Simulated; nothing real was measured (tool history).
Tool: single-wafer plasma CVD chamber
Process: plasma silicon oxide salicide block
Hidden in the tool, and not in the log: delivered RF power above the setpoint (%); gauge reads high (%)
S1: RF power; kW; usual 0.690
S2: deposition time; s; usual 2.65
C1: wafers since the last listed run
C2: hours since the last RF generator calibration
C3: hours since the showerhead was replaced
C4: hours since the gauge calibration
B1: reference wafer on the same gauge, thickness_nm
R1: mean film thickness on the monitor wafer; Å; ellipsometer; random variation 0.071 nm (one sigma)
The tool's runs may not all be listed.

run	hour	S1	S2	C1	C2	C3	C4	B1	R1
1	0.0	0.690	2.65	0	766.4	6568.8	404.3	28.207	290.65
2	15.4	0.755	2.65	422	781.8	6584.2	419.7	28.208	299.01
3	32.3	0.755	2.65	463	798.7	6601.1	436.6	28.209	298.62
4	43.4	0.690	2.65	304	809.8	6612.2	447.7	28.203	289.44
5	60.2	0.690	2.65	461	826.6	6629.0	464.5	28.205	290.01
6	75.3	0.690	2.65	414	841.7	6644.1	479.6	28.209	290.48
7	87.9	0.690	2.96	345	854.3	6656.7	492.2	28.211	323.98
8	94.1	0.690	2.65	170	860.5	6662.9	498.4	28.199	289.52
9	108.1	0.690	2.65	384	874.5	6676.9	512.4	28.182	289.02
10	123.8	0.690	2.65	431	890.2	6692.6	528.1	28.179	289.61
11	135.6	0.690	2.65	323	902.0	6704.4	539.9	28.198	289.89
12	151.9	0.735	2.81	447	918.3	6720.7	556.2	28.200	314.90
13	159.2	0.735	2.81	200	925.6	6728.0	563.5	28.209	313.84
14	176.7	0.610	2.65	480	943.1	6745.5	581.0	28.207	277.67
15	191.8	0.610	2.65	414	958.2	6760.6	596.1	28.195	278.25
16	204.4	0.690	3.04	345	970.8	6773.2	608.7	28.198	331.84
17	217.0	0.690	3.04	345	983.4	6785.8	621.3	28.209	331.86
18	226.2	0.690	3.04	252	992.6	6795.0	630.5	28.225	332.85
# hour 233.1: gauge calibrated
19	242.6	0.640	3.02	450	1009.0	6811.4	9.5	28.175	322.93
20	257.7	0.630	2.65	414	1024.1	6826.5	24.6	28.199	280.48
21	263.7	0.630	2.65	164	1030.1	6832.5	30.6	28.195	280.86
22	272.0	0.630	2.97	227	1038.4	6840.8	38.9	28.199	315.58
23	279.5	0.690	2.86	205	1045.9	6848.3	46.4	28.213	312.28
24	291.5	0.780	2.24	329	1057.9	6860.3	58.4	28.190	255.02
25	301.2	0.630	2.20	266	1067.6	6870.0	68.1	28.198	233.47
26	307.3	0.630	2.37	167	1073.7	6876.1	74.2	28.174	250.83
27	316.1	0.690	2.65	241	1082.5	6884.9	83.0	28.211	289.97
28	330.7	0.785	2.65	400	1097.1	6899.5	97.6	28.200	301.54
29	339.6	0.770	2.42	244	1106.0	6908.4	106.5	28.217	274.44
# hour 348.4: RF generator calibrated
# hour 360.4: showerhead replaced, of another model than before
30	360.9	0.595	2.49	145	12.5	0.5	127.8	28.204	255.81
31	361.8	0.625	2.42	24	13.4	1.4	128.7	28.214	256.17
32	376.4	0.690	2.65	400	28.0	16.0	143.3	28.214	300.14
33	390.6	0.690	2.65	389	42.2	30.2	157.5	28.181	297.81
34	400.2	0.560	3.14	263	51.8	39.8	167.1	28.220	308.60
35	416.5	0.645	2.42	447	68.1	56.1	183.4	28.201	260.59
36	462.7	0.780	2.34	1268	114.3	102.3	229.6	28.163	279.26
37	472.6	0.690	2.65	271	124.2	112.2	239.5	28.188	296.25
38	482.8	0.690	2.99	280	134.4	122.4	249.7	28.195	333.57
39	499.4	0.580	2.32	455	151.0	139.0	266.3	28.207	231.14
40	507.1	0.630	2.81	211	158.7	146.7	274.0	28.220	294.92
41	518.9	0.820	2.24	323	170.5	158.5	285.8	28.193	274.05
42	540.9	0.690	2.84	603	192.5	180.5	307.8	28.186	316.47
43	548.2	0.615	2.43	200	199.8	187.8	315.1	28.216	250.89

The tool's hidden state at each run:
gauge reads high (%): 0 in every run
H1: delivered RF power above the setpoint (%)
run	H1
1	-9
2	-9.05
3	-9.11
4	-9.14
5	-9.19
6	-9.23
7	-9.27
8	-9.28
9	-9.32
10	-9.36
11	-9.39
12	-9.43
13	-9.44
14	-9.48
15	-9.52
16	-9.54
17	-9.57
18	-9.59
19	-9.62
20	-9.64
21	-9.66
22	-9.67
23	-9.68
24	-9.7
25	-9.72
26	-9.73
27	-9.74
28	-9.77
29	-9.78
30	-0.309
31	-0.326
32	-0.598
33	-0.854
34	-1.02
35	-1.3
36	-2.03
37	-2.18
38	-2.32
39	-2.56
40	-2.66
41	-2.82
42	-3.1
43	-3.19
